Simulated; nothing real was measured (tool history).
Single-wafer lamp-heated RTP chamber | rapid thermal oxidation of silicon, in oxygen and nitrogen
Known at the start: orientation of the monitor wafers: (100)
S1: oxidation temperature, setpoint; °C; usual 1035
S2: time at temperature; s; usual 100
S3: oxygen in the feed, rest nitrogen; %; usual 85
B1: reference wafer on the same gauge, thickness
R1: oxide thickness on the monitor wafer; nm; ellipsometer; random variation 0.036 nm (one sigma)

| run | hour | S1 | S2 | S3 | B1 | R1 |
|---|---|---|---|---|---|---|
| 1 | 0 | 1035 | 100 | 85 | 8.142 | 9.148 |
| 2 | 8.8 | 1035 | 100 | 85 | 8.138 | 9.204 |
|  | 16.3 | gauge calibrated |
| 3 | 18.8 | 1055 | 100 | 85 | 8.145 | 10.52 |
| 4 | 35.1 | 1055 | 100 | 85 | 8.131 | 10.497 |
| 5 | 47.6 | 1055 | 100 | 85 | 8.137 | 10.491 |
| 6 | 55.9 | 1035 | 100 | 85 | 8.131 | 9.156 |
| 7 | 72.8 | 1035 | 100 | 85 | 8.14 | 9.19 |
| 8 | 85.6 | 1035 | 100 | 85 | 8.142 | 9.224 |
| 9 | 102.4 | 1035 | 100 | 85 | 8.15 | 9.196 |
| 10 | 110.7 | 1035 | 100 | 98 | 8.138 | 9.698 |
| 11 | 127.7 | 1025 | 100 | 85 | 8.142 | 8.641 |
| 12 | 143 | 1025 | 100 | 85 | 8.134 | 8.607 |
| 13 | 149.1 | 1035 | 100 | 85 | 8.129 | 9.217 |
| 14 | 165.3 | 1035 | 100 | 85 | 8.137 | 9.318 |
| 15 | 177.2 | 1035 | 100 | 85 | 8.132 | 9.173 |
| 16 | 193.2 | 1059 | 100 | 85 | 8.135 | 10.876 |
| 17 | 208.4 | 1015 | 100 | 85 | 8.143 | 7.983 |
| 18 | 225.9 | 1064 | 127 | 60 | 8.137 | 11.117 |
| 19 | 234.9 | 1058 | 73 | 98 | 8.148 | 9.842 |
| 20 | 251.5 | 1035 | 100 | 85 | 8.143 | 9.365 |
|  | 263.1 | oxygen flow controller replaced |
| 21 | 268 | 1006 | 127 | 67 | 8.134 | 7.76 |
| 22 | 280.9 | 1045 | 59 | 85 | 8.138 | 7.869 |
|  | 295.5 | pyrometer window cleaned and pyrometer calibrated |
| 23 | 298.1 | 1035 | 100 | 85 | 8.146 | 9.134 |
| 24 | 305.3 | 1035 | 100 | 77 | 8.143 | 8.739 |
| 25 | 322.1 | 1013 | 116 | 98 | 8.147 | 8.713 |
| 26 | 336.4 | 1014 | 100 | 85 | 8.146 | 7.845 |
| 27 | 342.9 | 1045 | 140 | 73 | 8.145 | 10.803 |
| 28 | 350.2 | 1061 | 85 | 67 | 8.143 | 9.275 |
|  | 353.1 | gauge calibrated |
| 29 | 358 | 1025 | 100 | 85 | 8.139 | 8.44 |
| 30 | 368.1 | 1035 | 121 | 68 | 8.147 | 9.208 |
| 31 | 380.6 | 1052 | 62 | 98 | 8.141 | 8.633 |
| 32 | 395.2 | 1026 | 100 | 85 | 8.139 | 8.524 |
| 33 | 430.3 | 1025 | 149 | 85 | 8.136 | 10.198 |
| 34 | 444.8 | 1015 | 83 | 85 | 8.135 | 7.237 |
| 35 | 455 | 1035 | 100 | 85 | 8.141 | 9.12 |
| 36 | 469.5 | 1059 | 54 | 85 | 8.146 | 8.161 |
| 37 | 486.7 | 1006 | 127 | 67 | 8.156 | 7.584 |
| 38 | 493.4 | 1015 | 144 | 98 | 8.148 | 9.843 |
| 39 | 506 | 1035 | 138 | 85 | 8.136 | 10.594 |

Forecast each of these 3 alternatives for the next run:
| A | 506.4 | 1035 | 100 | 85 | ? | ? |
| B | 506.4 | 1035 | 52 | 95 | ? | ? |
| C | 506.4 | 1021 | 100 | 93 | ? | ? |

| run | B1 | R1 |
|---|---|---|
| A | 8.141 | 9.109 |
| B | 8.141 | 7.065 |
| C | 8.141 | 8.514 |
Without the tool's hidden state the same runs would have given:
| run | R1 |
|---|---|
| A | 9.07 |
| B | 7.036 |
| C | 8.478 |
